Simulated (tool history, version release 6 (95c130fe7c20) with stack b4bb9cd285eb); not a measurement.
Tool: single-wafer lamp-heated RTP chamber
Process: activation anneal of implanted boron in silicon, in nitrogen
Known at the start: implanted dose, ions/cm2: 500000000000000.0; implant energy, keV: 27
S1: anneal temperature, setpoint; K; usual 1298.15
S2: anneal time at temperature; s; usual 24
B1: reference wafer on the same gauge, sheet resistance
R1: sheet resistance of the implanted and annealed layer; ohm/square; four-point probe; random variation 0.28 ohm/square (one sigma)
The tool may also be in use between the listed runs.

{"run": 1, "day": 0.0, "S1": 1276.15, "S2": 24, "B1": 161.97, "R1": 191.98}
{"run": 2, "day": 1.233, "S1": 1276.15, "S2": 24, "B1": 162.11, "R1": 191.32}
{"run": 3, "day": 2.825, "S1": 1276.15, "S2": 24, "B1": 161.97, "R1": 190.71}
{"run": 4, "day": 4.004, "S1": 1298.15, "S2": 24, "B1": 162.02, "R1": 187.83}
{"run": 5, "day": 6.012, "S1": 1298.15, "S2": 24, "B1": 162.05, "R1": 187.93}
{"run": 6, "day": 7.675, "S1": 1298.15, "S2": 24, "B1": 162.03, "R1": 187.31}
{"run": 7, "day": 9.538, "S1": 1298.15, "S2": 24, "B1": 161.98, "R1": 187.03}
{"day": 9.8, "done": "gauge calibrated"}
{"run": 8, "day": 10.675, "S1": 1298.15, "S2": 24, "B1": 162.12, "R1": 188.13}
{"run": 9, "day": 12.188, "S1": 1298.15, "S2": 18, "B1": 161.98, "R1": 188.19}
{"run": 10, "day": 15.238, "S1": 1312.15, "S2": 32, "B1": 162.09, "R1": 185.56}
{"day": 16.046, "done": "pyrometer window cleaned and pyrometer calibrated"}
{"run": 11, "day": 17.375, "S1": 1298.15, "S2": 24, "B1": 161.94, "R1": 188.37}
{"run": 12, "day": 18.767, "S1": 1326.15, "S2": 24, "B1": 162.01, "R1": 186.6}
{"run": 13, "day": 20.225, "S1": 1298.15, "S2": 16, "B1": 162.09, "R1": 188.96}
{"run": 14, "day": 22.304, "S1": 1298.15, "S2": 14, "B1": 162.01, "R1": 189.26}
{"day": 22.854, "done": "reflector plate cleaned"}
{"run": 15, "day": 23.538, "S1": 1298.15, "S2": 24, "B1": 161.95, "R1": 187.62}
{"run": 16, "day": 24.592, "S1": 1312.15, "S2": 36, "B1": 161.95, "R1": 185.38}
{"run": 17, "day": 25.667, "S1": 1323.15, "S2": 36, "B1": 162.0, "R1": 184.88}
{"run": 18, "day": 28.029, "S1": 1273.15, "S2": 36, "B1": 161.98, "R1": 189.63}
{"day": 28.579, "done": "gauge calibrated"}
{"run": 19, "day": 30.625, "S1": 1325.15, "S2": 15, "B1": 162.11, "R1": 186.56}

5 ways to go on from here, each from the tool as it stands after run 19. What would each give?
{"run": "A", "day": 30.642, "S1": 1298.15, "S2": 24, "B1": "?", "R1": "?"}
{"run": "B", "day": 30.642, "S1": 1277.15, "S2": 31, "B1": "?", "R1": "?"}
{"run": "C", "day": 30.642, "S1": 1282.15, "S2": 17, "B1": "?", "R1": "?"}
{"run": "D", "day": 30.642, "S1": 1317.15, "S2": 29, "B1": "?", "R1": "?"}
{"run": "E", "day": 30.642, "S1": 1312.15, "S2": 38, "B1": "?", "R1": "?"}

run=A B1=161.91 R1=187.47
run=B B1=161.91 R1=189.35
run=C B1=161.91 R1=189.98
run=D B1=161.91 R1=185.69
run=E B1=161.91 R1=185.31
Without the tool's hidden state the same runs would have given:
run=A R1=188.76
run=B R1=191.88
run=C R1=192.28
run=D R1=186.51
run=E R1=186.23
